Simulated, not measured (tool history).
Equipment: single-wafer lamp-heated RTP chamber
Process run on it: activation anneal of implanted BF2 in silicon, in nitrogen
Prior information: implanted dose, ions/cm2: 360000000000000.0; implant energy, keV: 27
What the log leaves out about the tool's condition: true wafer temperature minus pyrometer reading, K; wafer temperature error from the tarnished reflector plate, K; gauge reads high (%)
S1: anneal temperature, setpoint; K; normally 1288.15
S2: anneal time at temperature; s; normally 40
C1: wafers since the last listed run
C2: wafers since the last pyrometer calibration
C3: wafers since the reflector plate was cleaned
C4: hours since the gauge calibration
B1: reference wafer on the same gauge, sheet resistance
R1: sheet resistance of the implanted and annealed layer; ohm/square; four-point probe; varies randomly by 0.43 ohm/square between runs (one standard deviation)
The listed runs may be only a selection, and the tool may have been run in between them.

run	hour	S1	S2	C1	C2	C3	C4	B1	R1
1	0.0	1288.15	54	0	3980	4562	48.0	276.17	284.76
2	6.6	1288.15	40	51	4032	4614	54.6	275.80	287.76
3	20.8	1288.15	40	111	4143	4726	68.8	276.01	287.45
4	44.6	1288.15	40	187	4331	4914	92.6	275.86	287.27
5	62.1	1288.15	40	137	4469	5052	110.1	276.09	286.45
6	73.2	1288.15	40	87	4556	5139	121.2	276.09	286.99
7	83.6	1288.15	40	81	4638	5221	131.6	276.09	286.31
8	90.6	1288.15	40	55	4693	5276	138.6	275.86	286.09
# hour 103.5: pyrometer window cleaned and pyrometer calibrated
9	104.0	1288.15	40	42	3	5319	152.0	275.81	286.89
10	106.7	1288.15	40	21	25	5340	154.7	275.99	287.51
11	124.4	1288.15	21	139	164	5479	172.4	276.09	290.29
# hour 128.4: gauge calibrated
12	138.1	1296.15	52	107	272	5587	9.7	276.03	283.62
13	154.7	1301.15	49	130	403	5718	26.3	276.08	283.99
14	165.0	1288.15	64	81	484	5799	36.6	276.03	284.08
# hour 175.1: reflector plate cleaned
15	175.6	1273.15	40	20	504	3	47.2	276.05	290.13
16	190.3	1300.15	21	115	620	119	61.9	276.00	289.10
17	202.8	1310.15	40	98	719	217	74.4	276.03	284.26
18	209.0	1261.15	29	48	767	266	80.6	275.84	292.56
19	219.9	1288.15	40	85	853	352	91.5	276.00	286.64

Forecast each of these 3 alternatives for the next run:
A	220.3	1288.15	40	3	856	355	91.9	?	?
B	220.3	1277.15	40	3	856	355	91.9	?	?
C	220.3	1280.15	23	3	856	355	91.9	?	?

run	B1	R1
A	276.02	287.56
B	276.02	289.14
C	276.02	291.24
Take away the tool's hidden state, keep each run's random variation, and the runs would have read:
run	R1
A	287.56
B	289.14
C	291.24
